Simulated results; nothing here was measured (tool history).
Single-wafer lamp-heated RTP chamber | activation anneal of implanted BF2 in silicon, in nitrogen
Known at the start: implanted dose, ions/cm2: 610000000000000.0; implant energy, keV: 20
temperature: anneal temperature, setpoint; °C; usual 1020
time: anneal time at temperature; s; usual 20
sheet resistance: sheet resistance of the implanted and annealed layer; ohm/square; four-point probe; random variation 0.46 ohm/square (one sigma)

run     day  temperature  time  wafers since the last listed run  wafers since the last pyrometer calibration  wafers since the reflector plate was cleaned  hours since the gauge calibration  read-back reference wafer on the same gauge, sheet resistance  sheet resistance
  1   0.000         1020    20                                 0                                           68                                          4559                             1031.7                                                         189.39            203.76
  2  12.683         1020    20                              2473                                         2542                                          7033                             1336.1                                                         188.91            202.55
  3  15.375         1020    20                               524                                         3067                                          7558                             1400.7                                                         188.82            203.87
     16.617  -- pyrometer window cleaned and pyrometer calibrated
  4  16.988         1020    20                               249                                           72                                          7808                             1439.4                                                         188.57            203.05
     19.392  -- reflector plate cleaned
  5  19.525         1037    20                               429                                          502                                            26                             1500.3                                                         188.64            195.75
  6  22.346         1037    20                               550                                         1052                                           576                             1568.0                                                         188.55            195.38
  7  23.992         1020    14                               320                                         1373                                           897                             1607.5                                                         188.25            206.66
  8  26.204         1042    20                               431                                         1804                                          1328                             1660.6                                                         188.22            191.88
  9  27.867         1020    20                               324                                         2129                                          1652                             1700.5                                                         187.95            202.16
     31.717  -- pyrometer window cleaned and pyrometer calibrated
 10  37.750         1020    20                              1862                                         1177                                          3515                             1937.7                                                         187.43            201.09
 11  40.871         1020    20                               608                                         1785                                          4124                             2012.6                                                         187.04            200.60
     41.254  -- gauge calibrated
 12  43.704         1020    20                               552                                         2338                                          4676                               58.8                                                         190.11            204.91
 13  47.383         1020    20                               717                                         3055                                          5394                              147.1                                                         190.30            204.14
     49.267  -- pyrometer window cleaned and pyrometer calibrated
 14  49.288         1020     9                               306                                            4                                          5700                              192.8                                                         190.04            214.40
 15  58.900         1020    20                              1874                                         1878                                          7575                              423.5                                                         190.17            204.35
     61.083  -- reflector plate cleaned
 16  63.025         1002    12                               739                                         2618                                           378                              522.5                                                         189.97            222.69
 17  64.625         1020    20                               312                                         2930                                           690                              560.9                                                         189.91            204.59
 18  66.967          991    28                               456                                         3387                                          1147                              617.1                                                         189.99            218.22
     68.358  -- pyrometer window cleaned and pyrometer calibrated
 19  70.033         1039    30                               533                                          326                                          1680                              690.7                                                         189.83            191.66
 20  72.408         1031    20                               463                                          789                                          2143                              747.7                                                         189.86            199.50
 21  76.008          991    13                               702                                         1491                                          2845                              834.1                                                         189.82            227.57
 22  79.004         1028     9                               584                                         2075                                          3429                              906.0                                                         189.58            208.62
 23  82.317         1020    20                               646                                         2722                                          4075                              985.5                                                         189.39            203.47
     84.046  -- pyrometer window cleaned and pyrometer calibrated
 24  84.067         1048    20                               276                                            4                                          4352                             1027.5                                                         189.62            192.43
 25  88.142         1037    20                               794                                          798                                          5146                             1125.3                                                         189.35            196.64

5 ways to go on from here, each from the tool as it stands after run 25. What would each give?
  A  88.158         1020    20                                 3                                          802                                          5150                             1125.7                                                              ?                 ?
  B  88.158         1005    28                                 3                                          802                                          5150                             1125.7                                                              ?                 ?
  C  88.158          997    29                                 3                                          802                                          5150                             1125.7                                                              ?                 ?
  D  88.158         1038    27                                 3                                          802                                          5150                             1125.7                                                              ?                 ?
  E  88.158         1048    30                                 3                                          802                                          5150                             1125.7                                                              ?                 ?

run  read-back reference wafer on the same gauge, sheet resistance  sheet resistance
  A                                                         189.38            204.75
  B                                                         189.38            208.49
  C                                                         189.38            213.24
  D                                                         189.38            193.37
  E                                                         189.38            189.07
Without the tool's hidden state the same runs would have given:
run  sheet resistance
  A            205.49
  B            209.26
  C            214.02
  D            194.07
  E            189.76
